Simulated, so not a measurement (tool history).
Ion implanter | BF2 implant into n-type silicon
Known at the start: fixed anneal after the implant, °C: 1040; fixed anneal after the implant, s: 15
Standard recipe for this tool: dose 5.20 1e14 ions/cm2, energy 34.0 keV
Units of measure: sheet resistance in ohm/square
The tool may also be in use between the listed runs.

run	hour	dose	energy	wafers since the last listed run	hours since the last dose calibration	hours since the extraction supply was calibrated	hours since the gauge calibration	read-back reference wafer on the same gauge, sheet resistance	sheet resistance
1	0.0	5.20	34.0	0	513.1	2239.1	578.0	278.11	239.01
2	67.4	5.20	34.0	1026	580.5	2306.5	645.4	277.10	239.65
3	114.2	5.20	25.0	712	627.3	2353.3	692.2	276.73	245.04
4	173.2	5.20	34.0	898	686.3	2412.3	751.2	277.56	236.07
5	241.4	5.20	34.0	1038	754.5	2480.5	819.4	277.20	234.55
6	307.7	5.20	34.0	1009	820.8	2546.8	885.7	277.21	236.05
7	356.9	5.20	34.0	749	870.0	2596.0	934.9	277.52	236.38
# hour 379.5: extraction supply calibrated
8	427.9	5.20	34.0	959	941.0	48.4	1005.9	276.80	233.02
# hour 488.0: Faraday cup replaced and dose calibrated
9	490.8	5.98	34.0	836	2.8	111.3	1068.8	276.61	226.64
10	530.7	5.20	34.0	607	42.7	151.2	1108.7	277.19	254.49
11	577.0	5.20	34.0	705	89.0	197.5	1155.0	276.27	258.42
# hour 623.1: Faraday cup replaced and dose calibrated, repeated, since the last time left the tool worse
12	623.6	3.73	42.5	587	0.5	244.1	1201.6	277.12	311.57
# hour 633.4: gauge calibrated
13	642.1	3.90	27.0	281	19.0	262.6	8.7	277.38	312.39
14	720.4	4.42	43.5	1192	97.3	340.9	87.0	277.47	272.76
15	789.1	4.41	30.5	1046	166.0	409.6	155.7	277.42	279.87
16	824.4	6.36	37.5	537	201.3	444.9	191.0	276.42	201.08
17	860.7	6.51	42.5	552	237.6	481.2	227.3	277.81	194.26
18	964.3	4.19	22.5	1578	341.2	584.8	330.9	277.21	300.52

Give the tool's hidden conditions for every run:
deviation of the true energy from its setpoint, %: 0 in every run
gauge reads high (%): 0 in every run
H1: deviation of the true dose from the Faraday cup's reading, %
run	H1
1	1.06
2	1.35
3	1.58
4	1.88
5	2.27
6	2.68
7	3.01
8	3.52
9	-6.5
10	-6.49
11	-6.47
12	-0.121
13	-0.119
14	-0.0833
15	-0.0119
16	0.0392
17	0.102
18	0.339
